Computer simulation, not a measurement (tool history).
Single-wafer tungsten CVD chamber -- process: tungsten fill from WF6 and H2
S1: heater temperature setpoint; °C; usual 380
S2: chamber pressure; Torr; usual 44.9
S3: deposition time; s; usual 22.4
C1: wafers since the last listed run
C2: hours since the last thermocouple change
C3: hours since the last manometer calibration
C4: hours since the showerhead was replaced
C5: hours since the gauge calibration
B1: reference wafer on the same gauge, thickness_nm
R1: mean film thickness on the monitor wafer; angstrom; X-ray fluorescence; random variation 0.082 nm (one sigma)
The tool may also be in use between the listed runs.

{"run": 1, "hour": 0.0, "S1": 380, "S2": 50.8, "S3": 22.4, "C1": 0, "C2": 1814.7, "C3": 1447.8, "C4": 3994.1, "C5": 145.4, "B1": 44.194, "R1": 501.15}
{"run": 2, "hour": 13.8, "S1": 380, "S2": 50.8, "S3": 22.4, "C1": 398, "C2": 1828.5, "C3": 1461.6, "C4": 4007.9, "C5": 159.2, "B1": 44.212, "R1": 500.32}
{"run": 3, "hour": 24.6, "S1": 380, "S2": 50.8, "S3": 22.4, "C1": 312, "C2": 1839.3, "C3": 1472.4, "C4": 4018.7, "C5": 170.0, "B1": 44.18, "R1": 498.75}
{"run": 4, "hour": 37.7, "S1": 380, "S2": 44.9, "S3": 25.8, "C1": 378, "C2": 1852.4, "C3": 1485.5, "C4": 4031.8, "C5": 183.1, "B1": 44.186, "R1": 551.03}
{"run": 5, "hour": 52.0, "S1": 380, "S2": 44.9, "S3": 25.8, "C1": 413, "C2": 1866.7, "C3": 1499.8, "C4": 4046.1, "C5": 197.4, "B1": 44.219, "R1": 552.66}
{"run": 6, "hour": 67.6, "S1": 380, "S2": 44.9, "S3": 22.4, "C1": 450, "C2": 1882.3, "C3": 1515.4, "C4": 4061.7, "C5": 213.0, "B1": 44.198, "R1": 477.56}
{"run": 7, "hour": 79.8, "S1": 380, "S2": 39.0, "S3": 22.4, "C1": 352, "C2": 1894.5, "C3": 1527.6, "C4": 4073.9, "C5": 225.2, "B1": 44.196, "R1": 454.2}
{"run": 8, "hour": 94.0, "S1": 380, "S2": 39.0, "S3": 22.4, "C1": 410, "C2": 1908.7, "C3": 1541.8, "C4": 4088.1, "C5": 239.4, "B1": 44.232, "R1": 454.94}
{"run": 9, "hour": 104.1, "S1": 380, "S2": 44.9, "S3": 19.1, "C1": 291, "C2": 1918.8, "C3": 1551.9, "C4": 4098.2, "C5": 249.5, "B1": 44.183, "R1": 405.05}
{"run": 10, "hour": 119.1, "S1": 380, "S2": 44.9, "S3": 19.1, "C1": 433, "C2": 1933.8, "C3": 1566.9, "C4": 4113.2, "C5": 264.5, "B1": 44.196, "R1": 405.08}
{"run": 11, "hour": 135.6, "S1": 380, "S2": 44.9, "S3": 19.1, "C1": 476, "C2": 1950.3, "C3": 1583.4, "C4": 4129.7, "C5": 281.0, "B1": 44.187, "R1": 403.83}
{"hour": 153.2, "done": "showerhead replaced"}
{"run": 12, "hour": 153.7, "S1": 380, "S2": 44.9, "S3": 22.4, "C1": 291, "C2": 1968.4, "C3": 1601.5, "C4": 0.5, "C5": 299.1, "B1": 44.205, "R1": 473.59}
{"hour": 155.1, "done": "gauge calibrated"}
{"run": 13, "hour": 156.8, "S1": 380, "S2": 44.9, "S3": 22.4, "C1": 89, "C2": 1971.5, "C3": 1604.6, "C4": 3.6, "C5": 1.7, "B1": 44.185, "R1": 472.77}
{"run": 14, "hour": 172.1, "S1": 380, "S2": 44.9, "S3": 22.4, "C1": 442, "C2": 1986.8, "C3": 1619.9, "C4": 18.9, "C5": 17.0, "B1": 44.201, "R1": 471.73}
{"run": 15, "hour": 182.7, "S1": 392, "S2": 40.4, "S3": 26.8, "C1": 306, "C2": 1997.4, "C3": 1630.5, "C4": 29.5, "C5": 27.6, "B1": 44.177, "R1": 677.08}
{"run": 16, "hour": 191.0, "S1": 390, "S2": 37.8, "S3": 25.7, "C1": 239, "C2": 2005.7, "C3": 1638.8, "C4": 37.8, "C5": 35.9, "B1": 44.21, "R1": 612.64}
{"run": 17, "hour": 199.6, "S1": 376, "S2": 40.9, "S3": 22.4, "C1": 248, "C2": 2014.3, "C3": 1647.4, "C4": 46.4, "C5": 44.5, "B1": 44.179, "R1": 424.17}
{"run": 18, "hour": 212.3, "S1": 380, "S2": 44.9, "S3": 22.4, "C1": 366, "C2": 2027.0, "C3": 1660.1, "C4": 59.1, "C5": 57.2, "B1": 44.204, "R1": 470.13}
{"hour": 222.6, "done": "thermocouple changed; heater temperature recalibrated"}
{"run": 19, "hour": 229.4, "S1": 394, "S2": 44.9, "S3": 25.6, "C1": 262, "C2": 6.8, "C3": 1677.2, "C4": 76.2, "C5": 74.3, "B1": 44.196, "R1": 779.44}
{"hour": 248.9, "done": "capacitance manometer re-zeroed and calibrated"}
{"run": 20, "hour": 249.4, "S1": 369, "S2": 51.0, "S3": 25.8, "C1": 346, "C2": 26.8, "C3": 0.5, "C4": 96.2, "C5": 94.3, "B1": 44.189, "R1": 540.95}
{"run": 21, "hour": 253.9, "S1": 384, "S2": 44.9, "S3": 22.4, "C1": 130, "C2": 31.3, "C3": 5.0, "C4": 100.7, "C5": 98.8, "B1": 44.208, "R1": 587.98}
{"run": 22, "hour": 262.0, "S1": 385, "S2": 54.8, "S3": 25.4, "C1": 234, "C2": 39.4, "C3": 13.1, "C4": 108.8, "C5": 106.9, "B1": 44.225, "R1": 730.03}
{"run": 23, "hour": 269.6, "S1": 395, "S2": 44.9, "S3": 22.4, "C1": 219, "C2": 47.0, "C3": 20.7, "C4": 116.4, "C5": 114.5, "B1": 44.212, "R1": 713.76}
{"run": 24, "hour": 281.2, "S1": 380, "S2": 40.4, "S3": 22.4, "C1": 335, "C2": 58.6, "C3": 32.3, "C4": 128.0, "C5": 126.1, "B1": 44.197, "R1": 528.56}
{"run": 25, "hour": 289.5, "S1": 380, "S2": 44.9, "S3": 22.4, "C1": 239, "C2": 66.9, "C3": 40.6, "C4": 136.3, "C5": 134.4, "B1": 44.192, "R1": 548.19}

Run 26 has not been measured yet. What should we expect?
{"run": 26, "hour": 300.7, "S1": 369, "S2": 44.9, "S3": 22.4, "C1": 323, "C2": 78.1, "C3": 51.8, "C4": 147.5, "C5": 145.6, "B1": "?", "R1": "?"}

{"run 26": {"B1": 44.206, "R1": 447.43}}
Without the tool's hidden state the same run would have given R1 447.32 angstrom.
